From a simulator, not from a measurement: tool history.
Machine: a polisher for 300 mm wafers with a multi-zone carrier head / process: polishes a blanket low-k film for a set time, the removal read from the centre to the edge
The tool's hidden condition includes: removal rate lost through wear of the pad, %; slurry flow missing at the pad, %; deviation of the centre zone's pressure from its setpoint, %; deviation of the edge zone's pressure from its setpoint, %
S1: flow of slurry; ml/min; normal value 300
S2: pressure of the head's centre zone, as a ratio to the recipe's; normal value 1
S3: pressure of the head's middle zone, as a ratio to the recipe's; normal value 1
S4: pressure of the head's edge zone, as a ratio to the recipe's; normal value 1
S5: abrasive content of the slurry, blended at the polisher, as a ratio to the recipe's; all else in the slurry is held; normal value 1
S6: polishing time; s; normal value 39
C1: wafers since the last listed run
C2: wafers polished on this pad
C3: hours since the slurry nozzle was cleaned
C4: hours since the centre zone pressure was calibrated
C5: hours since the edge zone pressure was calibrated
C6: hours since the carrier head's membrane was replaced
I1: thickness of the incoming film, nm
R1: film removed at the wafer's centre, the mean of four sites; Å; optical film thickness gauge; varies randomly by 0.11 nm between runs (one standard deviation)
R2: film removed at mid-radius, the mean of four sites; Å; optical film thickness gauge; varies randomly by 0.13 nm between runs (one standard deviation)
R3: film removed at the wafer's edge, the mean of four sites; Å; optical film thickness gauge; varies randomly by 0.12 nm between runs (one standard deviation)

run   hour   S1    S2    S3    S4   S5  S6   C1    C2     C3     C4     C5     C6     I1   R1   R2   R3
  1      0  300     1     1     1    1  39    0   469  185.5  169.7  817.9  534.3  751.5  143  145  150
  2   12.9  300     1     1     1    1  39  199   669  198.4  182.6  830.8  547.2  756.7  141  144  151
      14.4  -- slurry nozzle cleaned
  3   36.4  300     1     1     1    1  39  348  1017     22  206.1  854.3  570.7  763.2  149  153  156
      58.7  -- worn pad replaced by a new one
  4   63.1  300     1     1     1    1  39  351    67   48.7  232.8    881  597.4  757.1  146  147  155
  5   98.6  300     1     1     1    1  39  549   617   84.2  268.3  916.5  632.9  764.7  144  146  153
  6  123.3  300     1     1     1    1  39  382  1000  108.9    293  941.2  657.6  750.3  144  145  151
     125.4  -- edge zone pressure recalibrated
     135.8  -- worn pad replaced by a new one, of another model than before
     138.8  -- carrier head's membrane replaced by a new one
  7  154.6  300     1     1     1    1  39  344   244  140.2  324.3   29.2   15.8    771  146  149  152
  8  172.5  300     1     1     1    1  39  277   521  158.1  342.2   47.1   33.7  764.5  145  144  151
  9  204.3  300     1     1     1    1  39  492  1013  189.9    374   78.9   65.5    756  146  147  151
     209.3  -- worn pad replaced by a new one
     212.2  -- slurry nozzle cleaned
 10  230.3  300  1.08  0.97     1  1.2  35  325   309   18.1    400  104.9   91.5  762.5  163  149  159
 11  249.2  300     1     1     1    1  29  292   602     37  418.9  123.8  110.4  763.7  112  110  118
 12  268.2  300     1     1     1    1  39  294   896     56  437.9  142.8  129.4  765.3  149  152  155
     276.1  -- centre zone pressure recalibrated
     279.6  -- worn pad replaced by a new one
 13    283  300     1     1  1.06    1  39  144    52   70.8    6.9  157.6  144.2  766.7  149  151  160
 14  307.3  300     1     1  0.96  1.3  39  376   428   95.1   31.2  181.9  168.5  755.9  173  177  179
 15    341  300     1  1.09     1    1  39  521   950  128.8   64.9  215.6  202.2    756  148  160  153
 16  359.5  300     1     1  0.89    1  39  286  1237  147.3   83.4  234.1  220.7  761.9  147  149  146

Below are 5 alternative next runs, each starting from the tool's condition after run 16. Predict each:
  A  359.9  300     1   1  1.09     1  39   6  1243  147.7  83.8  234.5  221.1  760   ?   ?   ?
  B  359.9  300  1.07   1     1     1  39   6  1243  147.7  83.8  234.5  221.1  760   ?   ?   ?
  C  359.9  300     1   1  1.05     1  39   6  1243  147.7  83.8  234.5  221.1  760   ?   ?   ?
  D  359.9  300     1   1  0.93  1.15  39   6  1243  147.7  83.8  234.5  221.1  760   ?   ?   ?
  E  359.9  340     1   1     1   0.9  39   6  1243  147.7  83.8  234.5  221.1  760   ?   ?   ?

run   R1   R2   R3
  A  149  148  159
  B  159  148  152
  C  149  148  156
  D  164  163  162
  E  138  137  140
Had the tool no hidden state, the same runs would have come out as:
run   R1   R2   R3
  A  155  153  163
  B  165  153  156
  C  155  153  160
  D  171  169  166
  E  143  141  144

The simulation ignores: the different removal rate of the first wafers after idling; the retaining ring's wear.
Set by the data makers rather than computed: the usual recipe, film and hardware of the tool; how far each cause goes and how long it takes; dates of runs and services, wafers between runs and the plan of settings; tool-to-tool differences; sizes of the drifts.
